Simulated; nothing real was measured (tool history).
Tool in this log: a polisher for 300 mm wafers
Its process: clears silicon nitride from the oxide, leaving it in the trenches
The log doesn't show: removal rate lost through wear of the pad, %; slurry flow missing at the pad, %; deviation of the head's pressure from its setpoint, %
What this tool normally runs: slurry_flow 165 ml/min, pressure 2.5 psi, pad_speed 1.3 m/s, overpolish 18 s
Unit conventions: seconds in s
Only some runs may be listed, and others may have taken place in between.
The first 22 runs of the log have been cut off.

| run | hour | slurry_flow | pressure | pad_speed | overpolish | wafers since the last listed run | wafers polished on this pad | hours since the slurry nozzle was cleaned | hours since the head pressure was calibrated | incoming thickness of the incoming film, nm | seconds |
|---|---|---|---|---|---|---|---|---|---|---|---|
| 23 | 260.2 | 165 | 2.5 | 1.3 | 18 | 66 | 598 | 222.6 | 397.8 | 110.4 | 114.5 |
|  | 288.9 | worn pad replaced by a new one |
|  | 296.6 | slurry nozzle cleaned |
|  | 307.1 | head pressure recalibrated |
| 24 | 307.6 | 150 | 2.5 | 1.3 | 18 | 213 | 83 | 11 | 0.5 | 112.3 | 104.3 |
| 25 | 317.2 | 165 | 3 | 1.3 | 18 | 50 | 133 | 20.6 | 10.1 | 109.4 | 83.9 |
| 26 | 329 | 165 | 3.2 | 0.96 | 18 | 62 | 196 | 32.4 | 21.9 | 111 | 101.6 |
| 27 | 341.5 | 165 | 2.1 | 1.68 | 12 | 66 | 262 | 44.9 | 34.4 | 109.1 | 100 |
| 28 | 355.1 | 215 | 2 | 1.3 | 15 | 71 | 333 | 58.5 | 48 | 111.1 | 125.9 |
| 29 | 371 | 195 | 2.5 | 1.68 | 18 | 83 | 417 | 74.4 | 63.9 | 109.5 | 82.7 |
| 30 | 388.5 | 165 | 1.9 | 1.3 | 14 | 92 | 510 | 91.9 | 81.4 | 109.5 | 141.2 |
| 31 | 398.5 | 165 | 2.5 | 1.3 | 18 | 52 | 563 | 101.9 | 91.4 | 109.3 | 107.4 |
| 32 | 411.2 | 165 | 3.1 | 1.3 | 18 | 67 | 630 | 114.6 | 104.1 | 109 | 86.7 |
|  | 416.1 | worn pad replaced by a new one |
| 33 | 419.7 | 165 | 2.5 | 1.3 | 18 | 23 | 19 | 123.1 | 112.6 | 111.1 | 110 |
| 34 | 428.3 | 165 | 2.5 | 1.3 | 18 | 45 | 64 | 131.7 | 121.2 | 110 | 108.3 |
| 35 | 442.5 | 205 | 2.5 | 1.62 | 23 | 74 | 139 | 145.9 | 135.4 | 111.4 | 91.2 |
| 36 | 449.4 | 220 | 1.8 | 1.3 | 18 | 36 | 175 | 152.8 | 142.3 | 109.8 | 147.3 |
| 37 | 461.3 | 220 | 2.5 | 1.3 | 18 | 62 | 238 | 164.7 | 154.2 | 110.8 | 104.8 |
| 38 | 474.7 | 165 | 1.9 | 1.3 | 8 | 70 | 309 | 178.1 | 167.6 | 111 | 147.2 |

Alternative continuations, all from the tool just after run 38; predict every row:
| A | 475.2 | 165 | 2.5 | 0.9 | 18 | 2 | 312 | 178.6 | 168.1 | 109.3 | ? |
| B | 475.2 | 150 | 3.3 | 1.7 | 7 | 2 | 312 | 178.6 | 168.1 | 109.3 | ? |
| C | 475.2 | 165 | 2 | 1.1 | 18 | 2 | 312 | 178.6 | 168.1 | 109.3 | ? |

| run | seconds |
|---|---|
| A | 147.1 |
| B | 70 |
| C | 159.1 |
Without the tool's hidden state the same runs would have given:
| run | seconds |
|---|---|
| A | 130.8 |
| B | 61.8 |
| C | 141.5 |

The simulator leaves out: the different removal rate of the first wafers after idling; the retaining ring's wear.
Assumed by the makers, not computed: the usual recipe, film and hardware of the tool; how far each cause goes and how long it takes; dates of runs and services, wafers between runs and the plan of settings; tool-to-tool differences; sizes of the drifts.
